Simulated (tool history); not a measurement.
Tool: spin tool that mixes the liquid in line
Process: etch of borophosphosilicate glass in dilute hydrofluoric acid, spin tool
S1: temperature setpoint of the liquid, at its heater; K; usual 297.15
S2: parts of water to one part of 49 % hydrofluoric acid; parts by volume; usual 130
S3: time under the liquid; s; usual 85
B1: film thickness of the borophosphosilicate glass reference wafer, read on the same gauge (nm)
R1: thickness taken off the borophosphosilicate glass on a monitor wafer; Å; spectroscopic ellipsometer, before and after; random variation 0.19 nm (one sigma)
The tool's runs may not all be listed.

run    day      S1   S2  S3     B1     R1
  1      0  297.15  130  60  40.01  231.5
  2  0.462  297.15  130  65     40  254.1
  3  1.121  297.15  130  85  40.02  327.6
     2.271  -- gauge calibrated
  4  3.008  297.15  130  85  39.98  324.4
  5  3.517  294.15  130  85  39.98  286.2
  6  5.462  294.15  130  85  39.97  285.7
     5.738  -- thermometer replaced
     5.754  -- hydrofluoric acid flow meter replaced
  7  5.808  294.15  130  85  40.04  325.3
  8  6.475  295.65  130  85     40  343.9
  9  6.775  302.15  175  55  40.01  201.1
 10  7.142  297.15  130  85  39.98  361.6
 11   7.65  293.65  130  85  40.02  313.6
     7.783  -- gauge calibrated
 12  8.371  297.15   80  35  39.98  255.5
 13  8.904  294.15   70  55     40  412.4
 14  9.475  299.15  130  85  40.01    387
 15   10.3  297.15   80  45  39.98  323.7

What was the tool's hidden state at every run in the log?
liquid hotter than its thermometer reads (K): 0 across all the runs
gauge reads high (%): 0 across all the runs
H1: hydrofluoric acid flow below the setpoint (%)
run    H1
  1  8.94
  2  9.14
  3  9.44
  4  10.3
  5  10.5
  6  11.4
  7  1.13
  8  1.43
  9  1.56
 10  1.72
 11  1.95
 12  2.27
 13  2.51
 14  2.76
 15  3.13

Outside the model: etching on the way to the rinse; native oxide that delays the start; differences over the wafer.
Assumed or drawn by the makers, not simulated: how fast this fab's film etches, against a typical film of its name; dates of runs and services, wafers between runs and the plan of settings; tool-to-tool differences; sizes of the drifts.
